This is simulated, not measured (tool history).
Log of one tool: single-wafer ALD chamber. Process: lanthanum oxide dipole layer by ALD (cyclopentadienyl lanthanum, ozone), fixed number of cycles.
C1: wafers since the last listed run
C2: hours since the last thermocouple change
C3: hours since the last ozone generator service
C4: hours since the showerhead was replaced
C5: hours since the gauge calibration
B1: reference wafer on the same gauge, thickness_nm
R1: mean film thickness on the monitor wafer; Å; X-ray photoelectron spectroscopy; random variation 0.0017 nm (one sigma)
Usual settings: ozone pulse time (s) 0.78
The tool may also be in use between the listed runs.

run 1 hour=0.0 | ozone_pulse_time_(s)=0.78 | C1=0 C2=482.4 C3=977.4 C4=4772.5 C5=506.3 | B1=0.421 | R1=4.01
run 2 hour=49.2 | ozone_pulse_time_(s)=0.78 | C1=1142 C2=531.6 C3=1026.6 C4=4821.7 C5=555.5 | B1=0.421 | R1=3.97
run 3 hour=75.7 | ozone_pulse_time_(s)=0.78 | C1=615 C2=558.1 C3=1053.1 C4=4848.2 C5=582.0 | B1=0.421 | R1=4.00
run 4 hour=131.0 | ozone_pulse_time_(s)=0.78 | C1=1283 C2=613.4 C3=1108.4 C4=4903.5 C5=637.3 | B1=0.421 | R1=4.00
run 5 hour=157.4 | ozone_pulse_time_(s)=0.78 | C1=612 C2=639.8 C3=1134.8 C4=4929.9 C5=663.7 | B1=0.422 | R1=3.97
run 6 hour=185.4 | ozone_pulse_time_(s)=0.78 | C1=650 C2=667.8 C3=1162.8 C4=4957.9 C5=691.7 | B1=0.421 | R1=4.01
run 7 hour=352.5 | ozone_pulse_time_(s)=0.78 | C1=3879 C2=834.9 C3=1329.9 C4=5125.0 C5=858.8 | B1=0.421 | R1=3.97
run 8 hour=382.9 | ozone_pulse_time_(s)=0.78 | C1=705 C2=865.3 C3=1360.3 C4=5155.4 C5=889.2 | B1=0.421 | R1=3.98
run 9 hour=442.3 | ozone_pulse_time_(s)=0.78 | C1=1379 C2=924.7 C3=1419.7 C4=5214.8 C5=948.6 | B1=0.421 | R1=3.98
run 10 hour=498.6 | ozone_pulse_time_(s)=0.78 | C1=1307 C2=981.0 C3=1476.0 C4=5271.1 C5=1004.9 | B1=0.421 | R1=3.99
run 11 hour=530.3 | ozone_pulse_time_(s)=0.78 | C1=736 C2=1012.7 C3=1507.7 C4=5302.8 C5=1036.6 | B1=0.421 | R1=4.00
run 12 hour=558.0 | ozone_pulse_time_(s)=0.78 | C1=643 C2=1040.4 C3=1535.4 C4=5330.5 C5=1064.3 | B1=0.421 | R1=4.00
-- hour=585.8 thermocouple changed; heater temperature recalibrated
run 13 hour=602.9 | ozone_pulse_time_(s)=0.78 | C1=856 C2=17.1 C3=1580.3 C4=5375.4 C5=1109.2 | B1=0.421 | R1=3.97
-- hour=604.9 gauge calibrated
run 14 hour=672.3 | ozone_pulse_time_(s)=0.55 | C1=1611 C2=86.5 C3=1649.7 C4=5444.8 C5=67.4 | B1=0.421 | R1=3.16
run 15 hour=741.1 | ozone_pulse_time_(s)=0.57 | C1=1597 C2=155.3 C3=1718.5 C4=5513.6 C5=136.2 | B1=0.421 | R1=3.25
run 16 hour=768.7 | ozone_pulse_time_(s)=1.04 | C1=640 C2=182.9 C3=1746.1 C4=5541.2 C5=163.8 | B1=0.421 | R1=4.50
run 17 hour=813.2 | ozone_pulse_time_(s)=0.53 | C1=1033 C2=227.4 C3=1790.6 C4=5585.7 C5=208.3 | B1=0.421 | R1=3.06
-- hour=864.1 ozone generator serviced
run 18 hour=864.6 | ozone_pulse_time_(s)=0.78 | C1=1007 C2=278.8 C3=0.5 C4=5637.1 C5=259.7 | B1=0.421 | R1=3.99
run 19 hour=914.7 | ozone_pulse_time_(s)=0.63 | C1=1163 C2=328.9 C3=50.6 C4=5687.2 C5=309.8 | B1=0.421 | R1=3.51
run 20 hour=946.9 | ozone_pulse_time_(s)=0.61 | C1=747 C2=361.1 C3=82.8 C4=5719.4 C5=342.0 | B1=0.421 | R1=3.42
-- hour=992.6 showerhead replaced
run 21 hour=1139.8 | ozone_pulse_time_(s)=0.78 | C1=4293 C2=554.0 C3=275.7 C4=147.2 C5=534.9 | B1=0.420 | R1=4.01
run 22 hour=1201.2 | ozone_pulse_time_(s)=0.78 | C1=1425 C2=615.4 C3=337.1 C4=208.6 C5=596.3 | B1=0.421 | R1=3.98
run 23 hour=1266.9 | ozone_pulse_time_(s)=0.78 | C1=1525 C2=681.1 C3=402.8 C4=274.3 C5=662.0 | B1=0.421 | R1=3.98
run 24 hour=1293.3 | ozone_pulse_time_(s)=0.47 | C1=612 C2=707.5 C3=429.2 C4=300.7 C5=688.4 | B1=0.421 | R1=2.75
run 25 hour=1346.0 | ozone_pulse_time_(s)=0.93 | C1=1223 C2=760.2 C3=481.9 C4=353.4 C5=741.1 | B1=0.421 | R1=4.35
run 26 hour=1395.3 | ozone_pulse_time_(s)=0.58 | C1=1144 C2=809.5 C3=531.2 C4=402.7 C5=790.4 | B1=0.421 | R1=3.30
run 27 hour=1438.1 | ozone_pulse_time_(s)=0.88 | C1=993 C2=852.3 C3=574.0 C4=445.5 C5=833.2 | B1=0.421 | R1=4.26

5 ways to go on from here, each from the tool as it stands after run 27. What would each give?
run A hour=1438.5 | ozone_pulse_time_(s)=0.62 | C1=9 C2=852.7 C3=574.4 C4=445.9 C5=833.6 | B1=? | R1=?
run B hour=1438.5 | ozone_pulse_time_(s)=0.48 | C1=9 C2=852.7 C3=574.4 C4=445.9 C5=833.6 | B1=? | R1=?
run C hour=1438.5 | ozone_pulse_time_(s)=1.08 | C1=9 C2=852.7 C3=574.4 C4=445.9 C5=833.6 | B1=? | R1=?
run D hour=1438.5 | ozone_pulse_time_(s)=0.99 | C1=9 C2=852.7 C3=574.4 C4=445.9 C5=833.6 | B1=? | R1=?
run E hour=1438.5 | ozone_pulse_time_(s)=0.51 | C1=9 C2=852.7 C3=574.4 C4=445.9 C5=833.6 | B1=? | R1=?

run=A B1=0.421 R1=3.48
run=B B1=0.421 R1=2.81
run=C B1=0.421 R1=4.57
run=D B1=0.421 R1=4.44
run=E B1=0.421 R1=2.97
Without the tool's hidden state the same runs would have given:
run=A R1=3.48
run=B R1=2.81
run=C R1=4.57
run=D R1=4.44
run=E R1=2.97
